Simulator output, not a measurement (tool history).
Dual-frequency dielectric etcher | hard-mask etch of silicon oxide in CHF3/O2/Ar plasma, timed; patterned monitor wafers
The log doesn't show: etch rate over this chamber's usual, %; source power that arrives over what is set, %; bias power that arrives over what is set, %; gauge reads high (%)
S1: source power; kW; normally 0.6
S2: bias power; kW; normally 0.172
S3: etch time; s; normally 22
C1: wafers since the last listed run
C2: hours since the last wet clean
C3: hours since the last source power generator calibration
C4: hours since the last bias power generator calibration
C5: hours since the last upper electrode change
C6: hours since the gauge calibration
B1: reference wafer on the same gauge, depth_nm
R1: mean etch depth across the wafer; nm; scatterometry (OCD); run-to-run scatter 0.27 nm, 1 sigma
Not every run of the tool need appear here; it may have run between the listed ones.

run 1 hour=0 | S1=0.6 S2=0.172 S3=22 | C1=0 C2=514 C3=4294.9 C4=2482.4 C5=5214.9 C6=601.7 | B1=39.46 | R1=45.28
-- hour=12.2 source power generator calibrated
run 2 hour=12.8 | S1=0.6 S2=0.172 S3=22 | C1=218 C2=526.8 C3=0.6 C4=2495.2 C5=5227.7 C6=614.5 | B1=39.51 | R1=44.88
run 3 hour=25.2 | S1=0.69 S2=0.172 S3=22 | C1=308 C2=539.2 C3=13 C4=2507.6 C5=5240.1 C6=626.9 | B1=39.48 | R1=49.19
run 4 hour=35 | S1=0.6 S2=0.172 S3=22 | C1=243 C2=549 C3=22.8 C4=2517.4 C5=5249.9 C6=636.7 | B1=39.54 | R1=45.45
-- hour=41.5 gauge calibrated
run 5 hour=46.6 | S1=0.6 S2=0.172 S3=22 | C1=288 C2=560.6 C3=34.4 C4=2529 C5=5261.5 C6=5.1 | B1=39.53 | R1=45.14
-- hour=91.3 wet clean of the chamber
run 6 hour=100 | S1=0.6 S2=0.172 S3=22 | C1=730 C2=8.7 C3=87.8 C4=2582.4 C5=5314.9 C6=58.5 | B1=39.49 | R1=44.1
run 7 hour=109.9 | S1=0.6 S2=0.172 S3=22 | C1=246 C2=18.6 C3=97.7 C4=2592.3 C5=5324.8 C6=68.4 | B1=39.5 | R1=44.05
run 8 hour=127 | S1=0.6 S2=0.172 S3=22 | C1=424 C2=35.7 C3=114.8 C4=2609.4 C5=5341.9 C6=85.5 | B1=39.48 | R1=44.09
run 9 hour=142.2 | S1=0.6 S2=0.15 S3=26.5 | C1=377 C2=50.9 C3=130 C4=2624.6 C5=5357.1 C6=100.7 | B1=39.43 | R1=50.44
run 10 hour=150.1 | S1=0.67 S2=0.149 S3=19 | C1=196 C2=58.8 C3=137.9 C4=2632.5 C5=5365 C6=108.6 | B1=39.55 | R1=38.48
run 11 hour=156.4 | S1=0.6 S2=0.213 S3=25 | C1=156 C2=65.1 C3=144.2 C4=2638.8 C5=5371.3 C6=114.9 | B1=39.53 | R1=54.94
-- hour=180.6 upper electrode replaced
run 12 hour=181.2 | S1=0.6 S2=0.172 S3=22 | C1=19 C2=89.9 C3=169 C4=2663.6 C5=0.6 C6=139.7 | B1=39.45 | R1=44.96
-- hour=188.1 bias power generator calibrated
run 13 hour=190.3 | S1=0.66 S2=0.149 S3=24.5 | C1=126 C2=99 C3=178.1 C4=2.2 C5=9.7 C6=148.8 | B1=39.51 | R1=49.45
run 14 hour=199.9 | S1=0.6 S2=0.172 S3=22 | C1=238 C2=108.6 C3=187.7 C4=11.8 C5=19.3 C6=158.4 | B1=39.55 | R1=43.89
run 15 hour=213.6 | S1=0.73 S2=0.198 S3=17.5 | C1=340 C2=122.3 C3=201.4 C4=25.5 C5=33 C6=172.1 | B1=39.49 | R1=41.62
run 16 hour=223.2 | S1=0.6 S2=0.172 S3=22 | C1=238 C2=131.9 C3=211 C4=35.1 C5=42.6 C6=181.7 | B1=39.49 | R1=44.92
run 17 hour=229.7 | S1=0.6 S2=0.172 S3=19 | C1=161 C2=138.4 C3=217.5 C4=41.6 C5=49.1 C6=188.2 | B1=39.45 | R1=38.81

Forecast run 18:
run 18 hour=237.1 | S1=0.66 S2=0.172 S3=22 | C1=183 C2=145.8 C3=224.9 C4=49 C5=56.5 C6=195.6 | B1=? | R1=?

Run 18 produced B1 39.5, R1 47.08 nm.
Take away the tool's hidden state, keep the run-to-run variation as it was, and the same run would have given R1 46.24 nm.
